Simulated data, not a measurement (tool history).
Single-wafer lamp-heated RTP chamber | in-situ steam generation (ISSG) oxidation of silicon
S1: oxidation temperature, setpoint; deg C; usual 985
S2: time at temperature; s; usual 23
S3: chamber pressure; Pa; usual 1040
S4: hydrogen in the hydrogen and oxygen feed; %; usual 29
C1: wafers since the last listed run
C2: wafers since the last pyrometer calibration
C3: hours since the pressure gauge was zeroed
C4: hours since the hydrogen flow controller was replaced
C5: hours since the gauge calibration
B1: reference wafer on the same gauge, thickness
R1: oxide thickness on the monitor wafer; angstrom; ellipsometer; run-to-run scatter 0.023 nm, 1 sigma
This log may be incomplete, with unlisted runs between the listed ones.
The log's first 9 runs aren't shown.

run 10 hour=217.4 | S1=985 S2=23 S3=1040 S4=29 | C1=305 C2=6097 C3=1672.9 C4=2234.6 C5=325.5 | B1=6.081 | R1=60.74
run 11 hour=249.8 | S1=985 S2=23 S3=1040 S4=29 | C1=531 C2=6629 C3=1705.3 C4=2267.0 C5=357.9 | B1=6.080 | R1=60.54
run 12 hour=271.9 | S1=985 S2=23 S3=1040 S4=29 | C1=362 C2=6992 C3=1727.4 C4=2289.1 C5=380.0 | B1=6.085 | R1=61.59
run 13 hour=285.0 | S1=985 S2=23 S3=1040 S4=29 | C1=215 C2=7207 C3=1740.5 C4=2302.2 C5=393.1 | B1=6.091 | R1=61.76
run 14 hour=308.5 | S1=966 S2=27 S3=1040 S4=20 | C1=385 C2=7593 C3=1764.0 C4=2325.7 C5=416.6 | B1=6.078 | R1=55.78
-- hour=379.1 gauge calibrated
-- hour=384.2 pyrometer window cleaned and pyrometer calibrated
-- hour=385.8 pressure gauge zeroed
run 15 hour=396.1 | S1=1001 S2=23 S3=1040 S4=29 | C1=1279 C2=168 C3=10.3 C4=2413.3 C5=17.0 | B1=6.081 | R1=63.82
-- hour=419.0 hydrogen flow controller replaced
run 16 hour=431.9 | S1=992 S2=15 S3=1093 S4=21 | C1=456 C2=625 C3=46.1 C4=12.9 C5=52.8 | B1=6.085 | R1=46.37
run 17 hour=454.1 | S1=995 S2=17 S3=1173 S4=32 | C1=364 C2=989 C3=68.3 C4=35.1 C5=75.0 | B1=6.075 | R1=55.28
run 18 hour=488.2 | S1=999 S2=14 S3=1040 S4=29 | C1=559 C2=1549 C3=102.4 C4=69.2 C5=109.1 | B1=6.080 | R1=50.86
run 19 hour=518.5 | S1=985 S2=23 S3=987 S4=29 | C1=497 C2=2046 C3=132.7 C4=99.5 C5=139.4 | B1=6.089 | R1=60.23
run 20 hour=543.6 | S1=978 S2=23 S3=920 S4=29 | C1=412 C2=2458 C3=157.8 C4=124.6 C5=164.5 | B1=6.081 | R1=58.45
run 21 hour=579.3 | S1=985 S2=27 S3=1040 S4=29 | C1=586 C2=3044 C3=193.5 C4=160.3 C5=200.2 | B1=6.082 | R1=64.95
run 22 hour=603.6 | S1=978 S2=23 S3=920 S4=29 | C1=398 C2=3443 C3=217.8 C4=184.6 C5=224.5 | B1=6.075 | R1=58.43
run 23 hour=616.2 | S1=985 S2=28 S3=920 S4=29 | C1=206 C2=3650 C3=230.4 C4=197.2 C5=237.1 | B1=6.081 | R1=66.57
run 24 hour=640.4 | S1=978 S2=23 S3=920 S4=29 | C1=397 C2=4047 C3=254.6 C4=221.4 C5=261.3 | B1=6.068 | R1=58.86
run 25 hour=671.1 | S1=985 S2=27 S3=1093 S4=20 | C1=503 C2=4551 C3=285.3 C4=252.1 C5=292.0 | B1=6.075 | R1=59.84
run 26 hour=695.5 | S1=978 S2=23 S3=920 S4=29 | C1=400 C2=4952 C3=309.7 C4=276.5 C5=316.4 | B1=6.076 | R1=59.24
run 27 hour=724.0 | S1=978 S2=23 S3=920 S4=29 | C1=467 C2=5420 C3=338.2 C4=305.0 C5=344.9 | B1=6.092 | R1=58.90
run 28 hour=737.2 | S1=990 S2=16 S3=1133 S4=32 | C1=216 C2=5637 C3=351.4 C4=318.2 C5=358.1 | B1=6.084 | R1=54.00
run 29 hour=767.6 | S1=985 S2=30 S3=1213 S4=22 | C1=499 C2=6136 C3=381.8 C4=348.6 C5=388.5 | B1=6.072 | R1=64.41
run 30 hour=811.0 | S1=978 S2=23 S3=920 S4=29 | C1=712 C2=6848 C3=425.2 C4=392.0 C5=431.9 | B1=6.078 | R1=59.71
run 31 hour=824.9 | S1=971 S2=23 S3=1040 S4=29 | C1=228 C2=7076 C3=439.1 C4=405.9 C5=445.8 | B1=6.073 | R1=58.17

4 options for the next run, each taken on its own from the tool as it stands now. Forecast them:
run A hour=825.3 | S1=985 S2=23 S3=1040 S4=29 | C1=6 C2=7083 C3=439.5 C4=406.3 C5=446.2 | B1=? | R1=?
run B hour=825.3 | S1=985 S2=19 S3=1040 S4=21 | C1=6 C2=7083 C3=439.5 C4=406.3 C5=446.2 | B1=? | R1=?
run C hour=825.3 | S1=996 S2=23 S3=1040 S4=29 | C1=6 C2=7083 C3=439.5 C4=406.3 C5=446.2 | B1=? | R1=?
run D hour=825.3 | S1=985 S2=27 S3=1120 S4=32 | C1=6 C2=7083 C3=439.5 C4=406.3 C5=446.2 | B1=? | R1=?

run=A B1=6.080 R1=61.32
run=B B1=6.080 R1=51.87
run=C B1=6.080 R1=64.25
run=D B1=6.080 R1=67.40
With the hidden condition removed and each run's random variation left untouched, the same runs would have given:
run=A R1=59.12
run=B R1=50.12
run=C R1=61.79
run=D R1=64.87
